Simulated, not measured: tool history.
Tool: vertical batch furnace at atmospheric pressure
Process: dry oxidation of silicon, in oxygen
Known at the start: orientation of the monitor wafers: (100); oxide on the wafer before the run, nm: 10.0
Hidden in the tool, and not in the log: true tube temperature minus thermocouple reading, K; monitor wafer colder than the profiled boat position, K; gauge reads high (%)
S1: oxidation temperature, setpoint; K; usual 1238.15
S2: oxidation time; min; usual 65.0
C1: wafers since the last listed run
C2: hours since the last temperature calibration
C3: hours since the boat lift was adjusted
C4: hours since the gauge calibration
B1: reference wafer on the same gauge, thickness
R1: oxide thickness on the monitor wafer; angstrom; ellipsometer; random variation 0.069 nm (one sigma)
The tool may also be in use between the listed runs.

{"run": 1, "hour": 0.0, "S1": 1238.15, "S2": 65.0, "C1": 0, "C2": 2212.6, "C3": 4344.3, "C4": 689.3, "B1": 47.32, "R1": 408.8}
{"run": 2, "hour": 44.7, "S1": 1238.15, "S2": 65.0, "C1": 598, "C2": 2257.3, "C3": 4389.0, "C4": 734.0, "B1": 47.31, "R1": 407.2}
{"run": 3, "hour": 139.0, "S1": 1238.15, "S2": 65.0, "C1": 1262, "C2": 2351.6, "C3": 4483.3, "C4": 828.3, "B1": 47.28, "R1": 407.8}
{"run": 4, "hour": 193.1, "S1": 1238.15, "S2": 40.0, "C1": 724, "C2": 2405.7, "C3": 4537.4, "C4": 882.4, "B1": 47.29, "R1": 310.7}
{"run": 5, "hour": 270.6, "S1": 1238.15, "S2": 40.0, "C1": 1037, "C2": 2483.2, "C3": 4614.9, "C4": 959.9, "B1": 47.3, "R1": 311.0}
{"run": 6, "hour": 374.5, "S1": 1238.15, "S2": 65.0, "C1": 1390, "C2": 2587.1, "C3": 4718.8, "C4": 1063.8, "B1": 47.29, "R1": 408.3}
{"run": 7, "hour": 468.6, "S1": 1238.15, "S2": 65.0, "C1": 1259, "C2": 2681.2, "C3": 4812.9, "C4": 1157.9, "B1": 47.29, "R1": 409.1}
{"run": 8, "hour": 560.8, "S1": 1238.15, "S2": 65.0, "C1": 1234, "C2": 2773.4, "C3": 4905.1, "C4": 1250.1, "B1": 47.33, "R1": 407.6}
{"run": 9, "hour": 597.2, "S1": 1238.15, "S2": 65.0, "C1": 487, "C2": 2809.8, "C3": 4941.5, "C4": 1286.5, "B1": 47.25, "R1": 407.7}
{"hour": 674.6, "done": "gauge calibrated"}
{"hour": 718.9, "done": "thermocouples replaced and temperature profile calibrated"}
{"run": 10, "hour": 762.6, "S1": 1238.15, "S2": 65.0, "C1": 1892, "C2": 43.7, "C3": 5106.9, "C4": 88.0, "B1": 47.29, "R1": 398.2}
{"run": 11, "hour": 830.4, "S1": 1238.15, "S2": 65.0, "C1": 907, "C2": 111.5, "C3": 5174.7, "C4": 155.8, "B1": 47.29, "R1": 399.9}
{"run": 12, "hour": 898.9, "S1": 1227.15, "S2": 74.0, "C1": 916, "C2": 180.0, "C3": 5243.2, "C4": 224.3, "B1": 47.28, "R1": 395.6}
{"run": 13, "hour": 989.8, "S1": 1238.15, "S2": 65.0, "C1": 1216, "C2": 270.9, "C3": 5334.1, "C4": 315.2, "B1": 47.31, "R1": 400.7}
{"run": 14, "hour": 1079.5, "S1": 1238.15, "S2": 80.0, "C1": 1200, "C2": 360.6, "C3": 5423.8, "C4": 404.9, "B1": 47.31, "R1": 454.8}
{"run": 15, "hour": 1149.2, "S1": 1238.15, "S2": 65.0, "C1": 932, "C2": 430.3, "C3": 5493.5, "C4": 474.6, "B1": 47.31, "R1": 401.0}
{"hour": 1182.8, "done": "boat lift adjusted"}
{"run": 16, "hour": 1241.2, "S1": 1248.15, "S2": 95.0, "C1": 910, "C2": 522.3, "C3": 58.4, "C4": 566.6, "B1": 47.29, "R1": 562.3}
{"run": 17, "hour": 1328.4, "S1": 1238.15, "S2": 65.0, "C1": 1167, "C2": 609.5, "C3": 145.6, "C4": 653.8, "B1": 47.28, "R1": 412.6}
{"run": 18, "hour": 1410.8, "S1": 1251.15, "S2": 65.0, "C1": 1102, "C2": 691.9, "C3": 228.0, "C4": 736.2, "B1": 47.3, "R1": 450.7}
{"run": 19, "hour": 1452.2, "S1": 1238.15, "S2": 65.0, "C1": 554, "C2": 733.3, "C3": 269.4, "C4": 777.6, "B1": 47.31, "R1": 413.5}
{"run": 20, "hour": 1499.1, "S1": 1257.15, "S2": 94.5, "C1": 627, "C2": 780.2, "C3": 316.3, "C4": 824.5, "B1": 47.32, "R1": 598.7}
{"run": 21, "hour": 1563.3, "S1": 1229.15, "S2": 86.5, "C1": 859, "C2": 844.4, "C3": 380.5, "C4": 888.7, "B1": 47.31, "R1": 462.6}
{"run": 22, "hour": 1643.5, "S1": 1238.15, "S2": 79.5, "C1": 1073, "C2": 924.6, "C3": 460.7, "C4": 968.9, "B1": 47.31, "R1": 467.8}
{"run": 23, "hour": 1735.8, "S1": 1228.15, "S2": 79.5, "C1": 1235, "C2": 1016.9, "C3": 553.0, "C4": 1061.2, "B1": 47.3, "R1": 435.1}
{"run": 24, "hour": 1817.8, "S1": 1225.15, "S2": 89.0, "C1": 1097, "C2": 1098.9, "C3": 635.0, "C4": 1143.2, "B1": 47.28, "R1": 455.9}

3 ways to go on from here, each from the tool as it stands after run 24. What would each give?
{"run": "A", "hour": 1822.5, "S1": 1231.15, "S2": 65.0, "C1": 62, "C2": 1103.6, "C3": 639.7, "C4": 1147.9, "B1": "?", "R1": "?"}
{"run": "B", "hour": 1822.5, "S1": 1231.15, "S2": 97.5, "C1": 62, "C2": 1103.6, "C3": 639.7, "C4": 1147.9, "B1": "?", "R1": "?"}
{"run": "C", "hour": 1822.5, "S1": 1229.15, "S2": 51.0, "C1": 62, "C2": 1103.6, "C3": 639.7, "C4": 1147.9, "B1": "?", "R1": "?"}

run=A B1=47.30 R1=394.8
run=B B1=47.30 R1=507.7
run=C B1=47.30 R1=338.4
Without the tool's hidden state the same runs would have given:
run=A R1=389.2
run=B R1=500.1
run=C R1=333.5
